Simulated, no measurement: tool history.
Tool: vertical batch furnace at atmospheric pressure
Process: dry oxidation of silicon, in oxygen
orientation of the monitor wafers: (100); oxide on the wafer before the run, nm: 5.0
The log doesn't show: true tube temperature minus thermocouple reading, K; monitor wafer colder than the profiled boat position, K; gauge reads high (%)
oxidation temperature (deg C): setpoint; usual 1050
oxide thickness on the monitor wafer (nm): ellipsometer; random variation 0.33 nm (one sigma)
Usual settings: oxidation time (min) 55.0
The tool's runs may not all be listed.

run    hour  oxidation temperature (deg C)  oxidation time (min)  wafers since the last listed run  hours since the last temperature calibration  hours since the boat lift was adjusted  hours since the gauge calibration  read-back reference wafer on the same gauge, thickness  oxide thickness on the monitor wafer (nm)
  1     0.0                           1050                  55.0                                 0                                        1724.9                                  4736.3                             1058.2                                                   74.92                                      75.79
  2    61.7                           1050                  55.0                               771                                        1786.6                                  4798.0                             1119.9                                                   74.89                                      76.03
  3   155.4                           1050                  55.0                              1171                                        1880.3                                  4891.7                             1213.6                                                   74.92                                      75.95
  4   219.7                           1050                  55.0                               804                                        1944.6                                  4956.0                             1277.9                                                   74.94                                      76.12
  5   313.5                           1050                  55.0                              1173                                        2038.4                                  5049.8                             1371.7                                                   74.93                                      76.11
  6   356.0                           1050                  71.0                               531                                        2080.9                                  5092.3                             1414.2                                                   74.88                                      89.69
      394.7  -- gauge calibrated
      424.3  -- boat lift adjusted
  7   580.1                           1050                  55.0                              2502                                        2305.0                                   155.8                              185.4                                                   74.94                                      77.48
  8   631.8                           1050                  55.0                               646                                        2356.7                                   207.5                              237.1                                                   74.90                                      77.00
  9   692.7                           1050                  55.0                               761                                        2417.6                                   268.4                              298.0                                                   74.81                                      77.04
      738.5  -- thermocouples replaced and temperature profile calibrated
 10   741.0                           1050                  55.0                               303                                           2.5                                   316.7                              346.3                                                   74.89                                      73.76
 11   815.1                           1059                  72.0                               926                                          76.6                                   390.8                              420.4                                                   74.89                                      94.15
 12   872.3                           1065                  71.5                               715                                         133.8                                   448.0                              477.6                                                   74.91                                      98.12
 13   959.4                           1050                  55.0                              1089                                         220.9                                   535.1                              564.7                                                   74.93                                      73.75
 14  1008.0                           1073                  69.5                               607                                         269.5                                   583.7                              613.3                                                   74.89                                     102.52
 15  1107.0                           1063                  72.0                              1238                                         368.5                                   682.7                              712.3                                                   74.88                                      97.67
 16  1144.6                           1050                  68.5                               470                                         406.1                                   720.3                              749.9                                                   74.89                                      84.28
 17  1194.1                           1065                  71.5                               619                                         455.6                                   769.8                              799.4                                                   74.95                                      97.74
 18  1249.8                           1064                  71.5                               696                                         511.3                                   825.5                              855.1                                                   74.87                                      98.12
 19  1303.5                           1073                  34.0                               671                                         565.0                                   879.2                              908.8                                                   74.94                                      66.64

The tool's hidden state at each run:
monitor wafer colder than the profiled boat position, K: 0 in every run
gauge reads high (%): 0 in every run
H1: true tube temperature minus thermocouple reading, K
run     H1
  1   3.27
  2   3.46
  3   3.77
  4      4
  5   4.34
  6    4.5
  7   5.39
  8   5.61
  9   5.87
 10  0.184
 11  0.189
 12    0.2
 13  0.228
 14   0.25
 15  0.307
 16  0.334
 17  0.372
 18  0.421
 19  0.473
